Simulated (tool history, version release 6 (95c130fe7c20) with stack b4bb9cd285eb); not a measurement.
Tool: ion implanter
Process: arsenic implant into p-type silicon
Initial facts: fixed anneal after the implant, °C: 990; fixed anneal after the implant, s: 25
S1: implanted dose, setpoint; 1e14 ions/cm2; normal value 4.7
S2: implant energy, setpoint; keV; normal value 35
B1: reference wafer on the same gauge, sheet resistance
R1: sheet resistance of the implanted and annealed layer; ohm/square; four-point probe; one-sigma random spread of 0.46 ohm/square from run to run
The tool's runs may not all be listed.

Run 1, hour 0: usual settings; B1 176.02. Result: R1 212.06 ohm/square.
Run 2, hour 10.2: usual settings; B1 175.9. Result: R1 210.74 ohm/square.
Run 3, hour 27.2: usual settings; B1 176.07. Result: R1 212.41 ohm/square.
Run 4, hour 42: usual settings; B1 176.01. Result: R1 211.35 ohm/square.
At hour 49.3: gauge calibrated.
Run 5, hour 54.7: usual settings; B1 175.96. Result: R1 210.55 ohm/square.
Run 6, hour 62.3: usual settings; B1 176.03. Result: R1 212.85 ohm/square.
Run 7, hour 68.7: usual settings; B1 176.08. Result: R1 211.66 ohm/square.
Run 8, hour 79: usual settings; B1 175.88. Result: R1 211.86 ohm/square.
Run 9, hour 86.2: usual settings but S1 4.29 1e14 ions/cm2; B1 176.07. Result: R1 227.04 ohm/square.
Run 10, hour 99.7: usual settings; B1 176. Result: R1 212.13 ohm/square.
Run 11, hour 106.6: usual settings; B1 175.96. Result: R1 212.17 ohm/square.
Run 12, hour 119.3: usual settings; B1 176.08. Result: R1 212.44 ohm/square.
Run 13, hour 125.8: usual settings; B1 175.95. Result: R1 212.34 ohm/square.
Run 14, hour 136.5: usual settings; B1 175.85. Result: R1 211.66 ohm/square.
Run 15, hour 142.6: usual settings but S1 4.19 1e14 ions/cm2; B1 175.93. Result: R1 231.83 ohm/square.
Run 16, hour 152.8: usual settings; B1 176.06. Result: R1 212.13 ohm/square.
Run 17, hour 169.2: usual settings but S1 6.08 1e14 ions/cm2, S2 41.5 keV; B1 176.08. Result: R1 169.75 ohm/square.

Estimate the outcome of run 18 from the log above:
Run 18, hour 181.4: usual settings but S1 3.73 1e14 ions/cm2, S2 46.5 keV; B1 ?. Result: R1 ?.

Run 18 came out at B1 176.08, R1 242.51 ohm/square.
Had the tool carried no hidden state, the very same run would have given R1 234.74 ohm/square.

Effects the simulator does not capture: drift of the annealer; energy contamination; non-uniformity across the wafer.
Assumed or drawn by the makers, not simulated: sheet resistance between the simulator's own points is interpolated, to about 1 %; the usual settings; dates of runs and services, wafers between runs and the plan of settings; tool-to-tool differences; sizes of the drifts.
